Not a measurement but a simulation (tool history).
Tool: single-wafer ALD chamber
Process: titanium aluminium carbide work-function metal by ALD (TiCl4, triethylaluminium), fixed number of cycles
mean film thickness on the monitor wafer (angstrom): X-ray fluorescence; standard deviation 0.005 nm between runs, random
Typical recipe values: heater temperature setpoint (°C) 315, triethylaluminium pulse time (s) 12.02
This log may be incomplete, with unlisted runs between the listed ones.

| run | day | heater temperature setpoint (°C) | triethylaluminium pulse time (s) | wafers since the last listed run | hours since the last thermocouple change | hours since the last triethylaluminium bottle change | hours since the showerhead was replaced | hours since the gauge calibration | read-back reference wafer on the same gauge, thickness_nm | mean film thickness on the monitor wafer (angstrom) |
|---|---|---|---|---|---|---|---|---|---|---|
| 1 | 0.000 | 315 | 12.02 | 0 | 1797.7 | 1130.4 | 5301.9 | 17.0 | 1.901 | 19.34 |
| 2 | 0.504 | 322 | 15.61 | 171 | 1809.8 | 1142.5 | 5314.0 | 29.1 | 1.899 | 20.40 |
| 3 | 1.221 | 315 | 12.02 | 243 | 1827.0 | 1159.7 | 5331.2 | 46.3 | 1.898 | 19.32 |
| 4 | 1.804 | 315 | 12.02 | 198 | 1841.0 | 1173.7 | 5345.2 | 60.3 | 1.902 | 19.14 |
| 5 | 2.133 | 315 | 10.30 | 111 | 1848.9 | 1181.6 | 5353.1 | 68.2 | 1.899 | 18.69 |
| 6 | 2.812 | 315 | 13.14 | 230 | 1865.2 | 1197.9 | 5369.4 | 84.5 | 1.899 | 19.55 |
| 7 | 3.350 | 315 | 13.14 | 182 | 1878.1 | 1210.8 | 5382.3 | 97.4 | 1.899 | 19.48 |
| 8 | 3.646 | 315 | 13.14 | 100 | 1885.2 | 1217.9 | 5389.4 | 104.5 | 1.902 | 19.46 |
| 9 | 4.175 | 315 | 9.30 | 179 | 1897.9 | 1230.6 | 5402.1 | 117.2 | 1.899 | 18.31 |
| 10 | 4.821 | 315 | 9.30 | 219 | 1913.4 | 1246.1 | 5417.6 | 132.7 | 1.901 | 18.31 |
| 11 | 5.108 | 315 | 9.30 | 97 | 1920.3 | 1253.0 | 5424.5 | 139.6 | 1.902 | 18.33 |
|  | 5.833 | showerhead replaced, of another model than before |
| 12 | 5.854 | 311 | 12.02 | 140 | 1938.2 | 1270.9 | 0.5 | 157.5 | 1.898 | 18.07 |
| 13 | 6.450 | 315 | 12.02 | 202 | 1952.5 | 1285.2 | 14.8 | 171.8 | 1.899 | 18.40 |
| 14 | 6.988 | 315 | 12.02 | 182 | 1965.4 | 1298.1 | 27.7 | 184.7 | 1.900 | 18.33 |
| 15 | 7.492 | 315 | 12.02 | 171 | 1977.5 | 1310.2 | 39.8 | 196.8 | 1.899 | 18.15 |
| 16 | 8.200 | 325 | 12.02 | 240 | 1994.5 | 1327.2 | 56.8 | 213.8 | 1.901 | 19.00 |
|  | 8.683 | gauge calibrated |
| 17 | 8.738 | 311 | 10.75 | 182 | 2007.4 | 1340.1 | 69.7 | 1.3 | 1.901 | 17.14 |

Run 18 has not been measured yet. What should we expect?
| 18 | 9.000 | 320 | 14.49 | 89 | 2013.7 | 1346.4 | 76.0 | 7.6 | ? | ? |

read-back reference wafer on the same gauge, thickness_nm: 1.902
mean film thickness on the monitor wafer (angstrom): 19.46
If the tool had no hidden condition, the same run with the same run-to-run variation would have returned mean film thickness on the monitor wafer (angstrom) 20.74.

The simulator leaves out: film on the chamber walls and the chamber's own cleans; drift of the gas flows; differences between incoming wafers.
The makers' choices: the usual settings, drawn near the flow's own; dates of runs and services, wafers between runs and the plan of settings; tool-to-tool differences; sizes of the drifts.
